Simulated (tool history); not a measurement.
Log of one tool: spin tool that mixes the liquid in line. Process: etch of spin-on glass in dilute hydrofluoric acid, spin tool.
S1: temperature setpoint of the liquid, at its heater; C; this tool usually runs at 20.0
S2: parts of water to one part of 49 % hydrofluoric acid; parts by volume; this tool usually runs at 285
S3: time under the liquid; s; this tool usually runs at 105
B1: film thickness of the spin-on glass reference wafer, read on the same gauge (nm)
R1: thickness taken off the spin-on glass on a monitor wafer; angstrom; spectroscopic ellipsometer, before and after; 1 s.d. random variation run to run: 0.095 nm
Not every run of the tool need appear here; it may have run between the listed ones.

run 1 hour=0.0 | S1=20.0 S2=285 S3=105 | B1=110.01 | R1=203.1
-- hour=10.1 hydrofluoric acid flow meter replaced
run 2 hour=44.0 | S1=20.0 S2=285 S3=105 | B1=109.96 | R1=190.0
run 3 hour=115.5 | S1=20.0 S2=285 S3=105 | B1=109.99 | R1=191.9
run 4 hour=174.5 | S1=20.0 S2=370 S3=120 | B1=110.03 | R1=156.8
run 5 hour=211.4 | S1=20.0 S2=370 S3=120 | B1=110.05 | R1=158.1
run 6 hour=280.8 | S1=20.0 S2=215 S3=105 | B1=110.00 | R1=275.2
run 7 hour=323.4 | S1=20.0 S2=215 S3=105 | B1=110.00 | R1=275.0
run 8 hour=355.2 | S1=20.0 S2=285 S3=105 | B1=109.98 | R1=196.4
run 9 hour=400.4 | S1=20.0 S2=285 S3=125 | B1=110.01 | R1=234.0
run 10 hour=441.1 | S1=20.0 S2=285 S3=125 | B1=109.99 | R1=234.5
run 11 hour=466.7 | S1=20.0 S2=285 S3=105 | B1=109.97 | R1=198.7
run 12 hour=528.7 | S1=20.0 S2=285 S3=105 | B1=110.05 | R1=196.8
-- hour=531.4 gauge calibrated
-- hour=544.2 hydrofluoric acid flow meter replaced
run 13 hour=599.1 | S1=19.0 S2=285 S3=105 | B1=109.99 | R1=181.7
run 14 hour=641.1 | S1=20.0 S2=385 S3=90 | B1=109.96 | R1=110.9
run 15 hour=750.2 | S1=20.0 S2=215 S3=105 | B1=110.00 | R1=267.6
run 16 hour=799.1 | S1=24.5 S2=385 S3=120 | B1=109.98 | R1=174.0
run 17 hour=859.3 | S1=19.0 S2=285 S3=105 | B1=110.00 | R1=187.7
run 18 hour=917.3 | S1=20.0 S2=370 S3=105 | B1=109.98 | R1=139.1
-- hour=937.4 thermometer replaced
run 19 hour=942.4 | S1=17.5 S2=420 S3=155 | B1=110.04 | R1=168.5
run 20 hour=997.3 | S1=20.0 S2=250 S3=105 | B1=110.01 | R1=242.1
run 21 hour=1063.9 | S1=20.0 S2=225 S3=160 | B1=110.00 | R1=424.3
run 22 hour=1102.9 | S1=20.0 S2=425 S3=105 | B1=109.99 | R1=124.0
-- hour=1140.0 hydrofluoric acid flow meter replaced
run 23 hour=1174.9 | S1=22.0 S2=285 S3=105 | B1=109.98 | R1=213.6
run 24 hour=1242.8 | S1=18.0 S2=285 S3=55 | B1=109.98 | R1=97.1
run 25 hour=1297.2 | S1=17.0 S2=285 S3=140 | B1=109.99 | R1=236.7
run 26 hour=1347.2 | S1=22.5 S2=190 S3=125 | B1=109.98 | R1=429.5
run 27 hour=1374.0 | S1=20.0 S2=285 S3=125 | B1=110.05 | R1=239.5
run 28 hour=1444.4 | S1=20.0 S2=285 S3=105 | B1=109.97 | R1=201.4
run 29 hour=1496.7 | S1=20.0 S2=365 S3=105 | B1=110.00 | R1=148.5
run 30 hour=1529.4 | S1=20.0 S2=285 S3=85 | B1=110.03 | R1=165.3
run 31 hour=1556.7 | S1=20.0 S2=180 S3=105 | B1=110.00 | R1=358.2
run 32 hour=1614.4 | S1=24.5 S2=285 S3=105 | B1=110.05 | R1=242.9
run 33 hour=1653.6 | S1=17.5 S2=395 S3=135 | B1=110.00 | R1=159.3

Subtracting, for every run, the result it would have given without the tool's unlogged condition from the measured result gives the following. The same run-to-run variation enters both numbers; the gauge's scatter may not:
Hidden conditions of the tool in this case: liquid colder than its thermometer reads (K); hydrofluoric acid flow above the setpoint (%); gauge reads high (%).
run=1 R1=+5.4
run=2 R1=-7.0
run=3 R1=-5.9
run=4 R1=-3.6
run=5 R1=-3.1
run=6 R1=-5.5
run=7 R1=-4.6
run=8 R1=-2.1
run=9 R1=-1.7
run=10 R1=-0.9
run=11 R1=-0.4
run=12 R1=+0.5
run=13 R1=-7.6
run=14 R1=-3.8
run=15 R1=-8.5
run=16 R1=-2.8
run=17 R1=-3.8
run=18 R1=-1.5
run=19 R1=+7.1
run=20 R1=+10.4
run=21 R1=+20.0
run=22 R1=+7.0
run=23 R1=+0.5
run=24 R1=+0.7
run=25 R1=+2.7
run=26 R1=+6.2
run=27 R1=+4.4
run=28 R1=+4.9
run=29 R1=+4.5
run=30 R1=+5.1
run=31 R1=+10.2
run=32 R1=+9.5
run=33 R1=+6.8
